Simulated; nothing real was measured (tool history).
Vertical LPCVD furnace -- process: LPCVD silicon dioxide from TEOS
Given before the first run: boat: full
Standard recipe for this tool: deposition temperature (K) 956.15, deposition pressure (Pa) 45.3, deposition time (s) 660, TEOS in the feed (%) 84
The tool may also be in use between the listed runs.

run   hour  deposition temperature (K)  deposition pressure (Pa)  deposition time (s)  TEOS in the feed (%)  read-back reference wafer on the same gauge, thickness  film thickness on the monitor wafer in the middle of the boat (angstrom)
  1    0.0                      956.15                      45.3                  660                    84                                                   60.35                                                                     749.5
  2   62.9                      956.15                      45.3                  660                    84                                                   60.51                                                                     745.8
  3  185.4                      956.15                      45.3                  660                    84                                                   60.41                                                                     755.1
  4  215.8                      956.15                      45.3                  660                    80                                                   60.46                                                                     735.6
  5  258.9                      956.15                      45.3                  660                    80                                                   60.46                                                                     734.2
  6  313.4                      956.15                      45.3                  660                    80                                                   60.38                                                                     740.8
     363.3  -- TEOS flow controller replaced
  7  364.7                      956.15                      42.7                  660                    84                                                   60.42                                                                     734.0
  8  420.1                      956.15                      42.7                  660                    84                                                   60.45                                                                     737.2
  9  447.7                      956.15                      42.7                  660                    84                                                   60.42                                                                     737.9
 10  502.0                      956.15                      45.3                  660                    84                                                   60.38                                                                     760.2
 11  528.7                      963.15                      45.3                  780                    88                                                   60.43                                                                    1094.4
     569.3  -- gauge calibrated
 12  575.8                      956.15                      45.3                  660                    84                                                   60.37                                                                     763.3
 13  609.4                      956.15                      36.0                  540                    84                                                   60.41                                                                     555.8
     639.8  -- thermocouples replaced and temperature profile calibrated
     643.5  -- pressure gauge zeroed
 14  680.2                      951.15                      45.3                  870                    84                                                   60.35                                                                     964.2
 15  732.1                      949.15                      50.7                  840                    77                                                   60.46                                                                     892.8
     778.2  -- thermocouples replaced and temperature profile calibrated, repeated, since the last time left the tool worse
 16  778.7                      956.15                      52.0                  660                    84                                                   60.41                                                                     773.5
 17  806.3                      956.15                      45.3                  660                    80                                                   60.36                                                                     708.2
 18  874.2                      964.15                      38.0                  660                    68                                                   60.43                                                                     719.8
 19  923.0                      956.15                      45.3                  660                    84                                                   60.32                                                                     724.5
 20  967.2                      956.15                      45.3                  660                    84                                                   60.31                                                                     727.3

Pick out some run-to-run changes in film thickness on the monitor wafer in the middle of the boat (angstrom). Of each, how much would a tool without hidden state show as well, from the settings, what came in and chance, and how much is left for the hidden state and any gauge scatter not in both results compared?
What the log doesn't record here: true tube temperature minus thermocouple reading, K; true pressure minus gauge reading, mTorr; deviation of the TEOS flow from its setpoint, %; gauge reads high (%).
Run 10 -> 11: deposition temperature (K) 956.15 -> 963.15, deposition time (s) 660 -> 780, TEOS in the feed (%) 84 -> 88. film thickness on the monitor wafer in the middle of the boat (angstrom) +334.2: hidden state +17.4, all else +316.8.
Run 13 -> 14: deposition temperature (K) 956.15 -> 951.15, deposition pressure (Pa) 36.0 -> 45.3, deposition time (s) 540 -> 870, thermocouples replaced and temperature profile calibrated, pressure gauge zeroed. film thickness on the monitor wafer in the middle of the boat (angstrom) +408.4: hidden state +83.1, all else +325.3.
Run 15 -> 16: deposition temperature (K) 949.15 -> 956.15, deposition pressure (Pa) 50.7 -> 52.0, deposition time (s) 840 -> 660, TEOS in the feed (%) 77 -> 84, thermocouples replaced and temperature profile calibrated, repeated, since the last time left the tool worse. film thickness on the monitor wafer in the middle of the boat (angstrom) -119.3: hidden state -105.0, all else -14.3.

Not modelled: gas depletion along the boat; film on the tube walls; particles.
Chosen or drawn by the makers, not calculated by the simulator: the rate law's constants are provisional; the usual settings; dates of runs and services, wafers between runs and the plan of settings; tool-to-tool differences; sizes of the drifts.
